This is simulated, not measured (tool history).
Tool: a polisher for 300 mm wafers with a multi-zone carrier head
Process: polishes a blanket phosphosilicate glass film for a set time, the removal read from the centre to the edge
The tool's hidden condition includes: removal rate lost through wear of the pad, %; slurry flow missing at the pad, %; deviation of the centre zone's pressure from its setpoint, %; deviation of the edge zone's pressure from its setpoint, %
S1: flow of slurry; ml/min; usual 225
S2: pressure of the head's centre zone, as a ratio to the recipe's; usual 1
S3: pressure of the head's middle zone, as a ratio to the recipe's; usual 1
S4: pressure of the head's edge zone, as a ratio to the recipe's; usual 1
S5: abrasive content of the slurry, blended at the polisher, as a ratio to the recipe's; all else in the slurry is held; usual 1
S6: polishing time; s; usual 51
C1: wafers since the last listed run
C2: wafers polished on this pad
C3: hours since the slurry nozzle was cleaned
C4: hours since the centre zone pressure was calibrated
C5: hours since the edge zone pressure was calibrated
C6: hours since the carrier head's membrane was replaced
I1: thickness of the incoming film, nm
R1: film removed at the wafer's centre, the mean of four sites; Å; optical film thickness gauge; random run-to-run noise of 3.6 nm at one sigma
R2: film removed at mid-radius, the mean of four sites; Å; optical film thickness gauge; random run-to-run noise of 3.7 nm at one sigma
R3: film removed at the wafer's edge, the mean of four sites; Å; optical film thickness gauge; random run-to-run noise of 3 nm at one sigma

run,hour,S1,S2,S3,S4,S5,S6,C1,C2,C3,C4,C5,C6,I1,R1,R2,R3
1,0,225,1,1,1,1,51,0,1029,86.7,210.8,1106,1614.1,3618.7,2451,2582,2619
# hour 13.5: worn pad replaced by a new one
2,25.2,225,1,1,1,1,51,225,124,111.9,236,1131.2,1639.3,3723.9,2422,2593,2474
3,43.8,225,1,1,1,1,51,197,322,130.5,254.6,1149.8,1657.9,3737.9,2461,2557,2526
4,59.1,225,1.03,1,1,1,51,162,485,145.8,269.9,1165.1,1673.2,3719.5,2513,2601,2519
5,73.7,225,1,1,1,1,51,155,640,160.4,284.5,1179.7,1687.8,3658.3,2412,2575,2549
6,86.8,225,1,1,1,1,51,139,779,173.5,297.6,1192.8,1700.9,3676.9,2537,2649,2513
# hour 118.9: worn pad replaced by a new one
7,119.4,165,1,1,1,1,37,304,5,206.1,330.2,1225.4,1733.5,3704.4,1722,1793,1797
8,131.8,225,1,1,1.03,1,61,131,137,218.5,342.6,1237.8,1745.9,3674.7,2865,3066,3175
9,149.4,225,1,1,1.04,1,51,187,324,236.1,360.2,1255.4,1763.5,3642.5,2427,2571,2590
10,174.4,180,1,1,0.92,1,57,266,590,261.1,385.2,1280.4,1788.5,3667.2,2715,2885,2741

The next listed run, before its measurement:
11,186.9,165,1,1,1,1,37,133,723,273.6,397.7,1292.9,1801,3724.3,?,?,?

R1: 1668 Å
R2: 1812 Å
R3: 1847 Å
The same run, on a tool lacking any hidden state, would have yielded R1 1759 Å, R2 1812 Å, R3 1847 Å.

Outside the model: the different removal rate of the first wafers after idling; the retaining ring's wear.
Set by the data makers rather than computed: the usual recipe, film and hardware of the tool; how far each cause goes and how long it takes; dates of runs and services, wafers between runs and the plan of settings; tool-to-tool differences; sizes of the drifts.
